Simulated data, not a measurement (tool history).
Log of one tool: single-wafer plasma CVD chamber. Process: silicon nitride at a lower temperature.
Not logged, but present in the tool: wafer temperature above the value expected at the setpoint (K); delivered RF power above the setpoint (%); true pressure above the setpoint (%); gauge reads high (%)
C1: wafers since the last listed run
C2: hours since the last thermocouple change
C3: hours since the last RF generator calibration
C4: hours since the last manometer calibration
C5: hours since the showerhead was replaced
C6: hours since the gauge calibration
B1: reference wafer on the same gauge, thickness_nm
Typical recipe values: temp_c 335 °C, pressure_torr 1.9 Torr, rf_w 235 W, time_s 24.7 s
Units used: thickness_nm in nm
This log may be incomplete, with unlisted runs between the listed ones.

{"run": 1, "hour": 0.0, "temp_c": 335, "pressure_torr": 2.14, "rf_w": 235, "time_s": 24.7, "C1": 0, "C2": 1927, "C3": 1511.1, "C4": 1607.8, "C5": 4109.2, "C6": 210.8, "B1": 26.598, "thickness_nm": 27.386}
{"run": 2, "hour": 23.0, "temp_c": 335, "pressure_torr": 2.14, "rf_w": 235, "time_s": 24.7, "C1": 472, "C2": 1950, "C3": 1534.1, "C4": 1630.8, "C5": 4132.2, "C6": 233.8, "B1": 26.591, "thickness_nm": 27.109}
{"run": 3, "hour": 56.1, "temp_c": 335, "pressure_torr": 2.14, "rf_w": 235, "time_s": 24.7, "C1": 680, "C2": 1983.1, "C3": 1567.2, "C4": 1663.9, "C5": 4165.3, "C6": 266.9, "B1": 26.619, "thickness_nm": 27.141}
{"run": 4, "hour": 80.2, "temp_c": 335, "pressure_torr": 1.9, "rf_w": 235, "time_s": 24.7, "C1": 495, "C2": 2007.2, "C3": 1591.3, "C4": 1688, "C5": 4189.4, "C6": 291, "B1": 26.566, "thickness_nm": 26.986}
{"run": 5, "hour": 115.3, "temp_c": 335, "pressure_torr": 1.9, "rf_w": 235, "time_s": 24.7, "C1": 721, "C2": 2042.3, "C3": 1626.4, "C4": 1723.1, "C5": 4224.5, "C6": 326.1, "B1": 26.553, "thickness_nm": 26.799}
{"hour": 135.4, "done": "gauge calibrated"}
{"hour": 149.9, "done": "showerhead replaced"}
{"run": 6, "hour": 150.4, "temp_c": 335, "pressure_torr": 1.9, "rf_w": 235, "time_s": 24.7, "C1": 556, "C2": 2077.4, "C3": 1661.5, "C4": 1758.2, "C5": 0.5, "C6": 15, "B1": 26.96, "thickness_nm": 27.167}
{"hour": 167.0, "done": "thermocouple changed; heater temperature recalibrated"}
{"run": 7, "hour": 167.5, "temp_c": 335, "pressure_torr": 1.9, "rf_w": 235, "time_s": 24.7, "C1": 186, "C2": 0.5, "C3": 1678.6, "C4": 1775.3, "C5": 17.6, "C6": 32.1, "B1": 26.91, "thickness_nm": 27.124}
{"run": 8, "hour": 187.3, "temp_c": 335, "pressure_torr": 1.52, "rf_w": 200, "time_s": 24.7, "C1": 406, "C2": 20.3, "C3": 1698.4, "C4": 1795.1, "C5": 37.4, "C6": 51.9, "B1": 26.83, "thickness_nm": 23.204}
{"run": 9, "hour": 208.7, "temp_c": 335, "pressure_torr": 1.9, "rf_w": 245, "time_s": 24.7, "C1": 439, "C2": 41.7, "C3": 1719.8, "C4": 1816.5, "C5": 58.8, "C6": 73.3, "B1": 26.825, "thickness_nm": 27.806}
{"run": 10, "hour": 226.3, "temp_c": 335, "pressure_torr": 1.9, "rf_w": 235, "time_s": 24.7, "C1": 361, "C2": 59.3, "C3": 1737.4, "C4": 1834.1, "C5": 76.4, "C6": 90.9, "B1": 26.769, "thickness_nm": 26.942}
{"hour": 239.5, "done": "capacitance manometer re-zeroed and calibrated"}
{"run": 11, "hour": 248.4, "temp_c": 335, "pressure_torr": 1.9, "rf_w": 205, "time_s": 24.7, "C1": 289, "C2": 81.4, "C3": 1759.5, "C4": 8.9, "C5": 98.5, "C6": 113, "B1": 26.776, "thickness_nm": 24.203}
{"hour": 266.6, "done": "RF generator calibrated"}
{"run": 12, "hour": 267.1, "temp_c": 335, "pressure_torr": 2.22, "rf_w": 235, "time_s": 24.7, "C1": 219, "C2": 100.1, "C3": 0.5, "C4": 27.6, "C5": 117.2, "C6": 131.7, "B1": 26.709, "thickness_nm": 27.517}
{"run": 13, "hour": 286.2, "temp_c": 335, "pressure_torr": 1.68, "rf_w": 195, "time_s": 24.7, "C1": 392, "C2": 119.2, "C3": 19.6, "C4": 46.7, "C5": 136.3, "C6": 150.8, "B1": 26.715, "thickness_nm": 22.755}
{"run": 14, "hour": 312.3, "temp_c": 325, "pressure_torr": 1.61, "rf_w": 210, "time_s": 27.3, "C1": 536, "C2": 145.3, "C3": 45.7, "C4": 72.8, "C5": 162.4, "C6": 176.9, "B1": 26.66, "thickness_nm": 26.819}
{"run": 15, "hour": 344.4, "temp_c": 335, "pressure_torr": 2.22, "rf_w": 235, "time_s": 24.7, "C1": 659, "C2": 177.4, "C3": 77.8, "C4": 104.9, "C5": 194.5, "C6": 209, "B1": 26.642, "thickness_nm": 27.406}

Hidden state at the last listed run before each entry between runs and at the first one after, where it differs:
From run 5 to run 6: gauge calibrated (hour 135.4); showerhead replaced (hour 149.9)
  gauge reads high (%): -1.61 -> -0.155
  difference, measured minus the result without the unlogged condition, thickness_nm: -0.438 -> -0.042 nm
From run 6 to run 7: thermocouple changed; heater temperature recalibrated (hour 167)
  gauge reads high (%): -0.155 -> -0.335
  difference, measured minus the result without the unlogged condition, thickness_nm: -0.042 -> -0.091 nm
From run 10 to run 11: capacitance manometer re-zeroed and calibrated (hour 239.5)
  gauge reads high (%): -0.794 -> -0.918
  difference, measured minus the result without the unlogged condition, thickness_nm: -0.215 -> -0.224 nm
From run 11 to run 12: RF generator calibrated (hour 266.6)
  gauge reads high (%): -0.918 -> -1.01
  difference, measured minus the result without the unlogged condition, thickness_nm: -0.224 -> -0.28 nm
